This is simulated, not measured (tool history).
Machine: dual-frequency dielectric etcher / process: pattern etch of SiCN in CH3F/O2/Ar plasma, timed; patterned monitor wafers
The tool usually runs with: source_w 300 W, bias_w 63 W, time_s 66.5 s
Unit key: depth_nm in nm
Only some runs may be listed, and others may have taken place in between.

| run | hour | source_w | bias_w | time_s | wafers since the last listed run | hours since the last wet clean | hours since the last source power generator calibration | hours since the last bias power generator calibration | hours since the last upper electrode change | hours since the gauge calibration | read-back reference wafer on the same gauge, depth_nm | depth_nm |
|---|---|---|---|---|---|---|---|---|---|---|---|---|
| 1 | 0.0 | 320 | 63 | 59.0 | 0 | 84.8 | 1397.9 | 1628.6 | 2718.0 | 2471.7 | 26.47 | 19.89 |
| 2 | 71.0 | 250 | 63 | 66.5 | 558 | 155.8 | 1468.9 | 1699.6 | 2789.0 | 2542.7 | 26.54 | 20.45 |
| 3 | 177.5 | 250 | 63 | 66.5 | 837 | 262.3 | 1575.4 | 1806.1 | 2895.5 | 2649.2 | 26.53 | 20.34 |
| 4 | 264.1 | 300 | 63 | 74.0 | 681 | 348.9 | 1662.0 | 1892.7 | 2982.1 | 2735.8 | 26.51 | 24.03 |
|  | 321.3 | gauge calibrated |
| 5 | 341.8 | 300 | 63 | 66.5 | 611 | 426.6 | 1739.7 | 1970.4 | 3059.8 | 20.5 | 26.51 | 21.69 |
|  | 425.0 | wet clean of the chamber |
| 6 | 425.5 | 300 | 63 | 66.5 | 469 | 0.5 | 1823.4 | 2054.1 | 3143.5 | 104.2 | 26.48 | 22.16 |
| 7 | 477.5 | 300 | 60 | 66.5 | 409 | 52.5 | 1875.4 | 2106.1 | 3195.5 | 156.2 | 26.48 | 21.73 |
| 8 | 572.9 | 300 | 60 | 66.5 | 750 | 147.9 | 1970.8 | 2201.5 | 3290.9 | 251.6 | 26.47 | 21.76 |
|  | 626.7 | bias power generator calibrated |
| 9 | 634.6 | 300 | 60 | 66.5 | 453 | 209.6 | 2032.5 | 7.9 | 3352.6 | 313.3 | 26.47 | 21.54 |
| 10 | 725.0 | 300 | 63 | 66.5 | 711 | 300.0 | 2122.9 | 98.3 | 3443.0 | 403.7 | 26.46 | 21.76 |
|  | 739.7 | source power generator calibrated |
|  | 793.0 | upper electrode replaced |
| 11 | 793.5 | 300 | 63 | 51.5 | 318 | 368.5 | 53.8 | 166.8 | 0.5 | 472.2 | 26.51 | 17.08 |
| 12 | 825.5 | 370 | 73 | 48.0 | 251 | 400.5 | 85.8 | 198.8 | 32.5 | 504.2 | 26.51 | 18.10 |
|  | 938.7 | wet clean of the chamber |
| 13 | 939.2 | 360 | 68 | 66.5 | 705 | 0.5 | 199.5 | 312.5 | 146.2 | 617.9 | 26.52 | 24.88 |
| 14 | 967.6 | 330 | 70 | 66.5 | 223 | 28.9 | 227.9 | 340.9 | 174.6 | 646.3 | 26.52 | 24.01 |
| 15 | 1013.4 | 320 | 58 | 66.5 | 360 | 74.7 | 273.7 | 386.7 | 220.4 | 692.1 | 26.49 | 22.32 |
| 16 | 1050.1 | 220 | 63 | 66.5 | 288 | 111.4 | 310.4 | 423.4 | 257.1 | 728.8 | 26.50 | 19.74 |
| 17 | 1089.9 | 300 | 63 | 66.5 | 313 | 151.2 | 350.2 | 463.2 | 296.9 | 768.6 | 26.50 | 22.24 |
| 18 | 1171.1 | 300 | 75 | 66.5 | 638 | 232.4 | 431.4 | 544.4 | 378.1 | 849.8 | 26.52 | 23.53 |
| 19 | 1226.6 | 340 | 63 | 48.5 | 436 | 287.9 | 486.9 | 599.9 | 433.6 | 905.3 | 26.50 | 16.88 |
| 20 | 1303.3 | 370 | 63 | 82.0 | 603 | 364.6 | 563.6 | 676.6 | 510.3 | 982.0 | 26.48 | 29.36 |
| 21 | 1350.1 | 250 | 74 | 66.5 | 368 | 411.4 | 610.4 | 723.4 | 557.1 | 1028.8 | 26.51 | 21.63 |
| 22 | 1394.2 | 240 | 63 | 85.0 | 346 | 455.5 | 654.5 | 767.5 | 601.2 | 1072.9 | 26.49 | 25.65 |
| 23 | 1453.2 | 300 | 51 | 66.5 | 464 | 514.5 | 713.5 | 826.5 | 660.2 | 1131.9 | 26.48 | 20.18 |
|  | 1477.5 | wet clean of the chamber |
| 24 | 1497.4 | 300 | 63 | 66.5 | 158 | 19.9 | 757.7 | 870.7 | 704.4 | 1176.1 | 26.45 | 22.40 |
| 25 | 1570.0 | 280 | 70 | 80.5 | 571 | 92.5 | 830.3 | 943.3 | 777.0 | 1248.7 | 26.51 | 27.02 |
| 26 | 1612.3 | 300 | 72 | 66.5 | 332 | 134.8 | 872.6 | 985.6 | 819.3 | 1291.0 | 26.51 | 23.45 |
| 27 | 1676.9 | 320 | 48 | 79.0 | 508 | 199.4 | 937.2 | 1050.2 | 883.9 | 1355.6 | 26.47 | 24.55 |
| 28 | 1721.6 | 300 | 63 | 66.5 | 351 | 244.1 | 981.9 | 1094.9 | 928.6 | 1400.3 | 26.49 | 22.13 |
| 29 | 1813.8 | 270 | 58 | 66.5 | 725 | 336.3 | 1074.1 | 1187.1 | 1020.8 | 1492.5 | 26.46 | 20.60 |
| 30 | 1891.9 | 240 | 63 | 66.5 | 614 | 414.4 | 1152.2 | 1265.2 | 1098.9 | 1570.6 | 26.52 | 20.08 |

Predict each of these 4 candidate next runs independently; none follows another, all start after run 30:
| A | 1892.3 | 300 | 63 | 74.5 | 3 | 414.8 | 1152.6 | 1265.6 | 1099.3 | 1571.0 | ? | ? |
| B | 1892.3 | 370 | 63 | 66.5 | 3 | 414.8 | 1152.6 | 1265.6 | 1099.3 | 1571.0 | ? | ? |
| C | 1892.3 | 340 | 55 | 81.5 | 3 | 414.8 | 1152.6 | 1265.6 | 1099.3 | 1571.0 | ? | ? |
| D | 1892.3 | 300 | 56 | 66.5 | 3 | 414.8 | 1152.6 | 1265.6 | 1099.3 | 1571.0 | ? | ? |

| run | read-back reference wafer on the same gauge, depth_nm | depth_nm |
|---|---|---|
| A | 26.50 | 24.50 |
| B | 26.50 | 23.70 |
| C | 26.50 | 26.86 |
| D | 26.50 | 21.01 |
Without the tool's hidden state the same runs would have given:
| run | depth_nm |
|---|---|
| A | 25.05 |
| B | 24.23 |
| C | 27.47 |
| D | 21.48 |

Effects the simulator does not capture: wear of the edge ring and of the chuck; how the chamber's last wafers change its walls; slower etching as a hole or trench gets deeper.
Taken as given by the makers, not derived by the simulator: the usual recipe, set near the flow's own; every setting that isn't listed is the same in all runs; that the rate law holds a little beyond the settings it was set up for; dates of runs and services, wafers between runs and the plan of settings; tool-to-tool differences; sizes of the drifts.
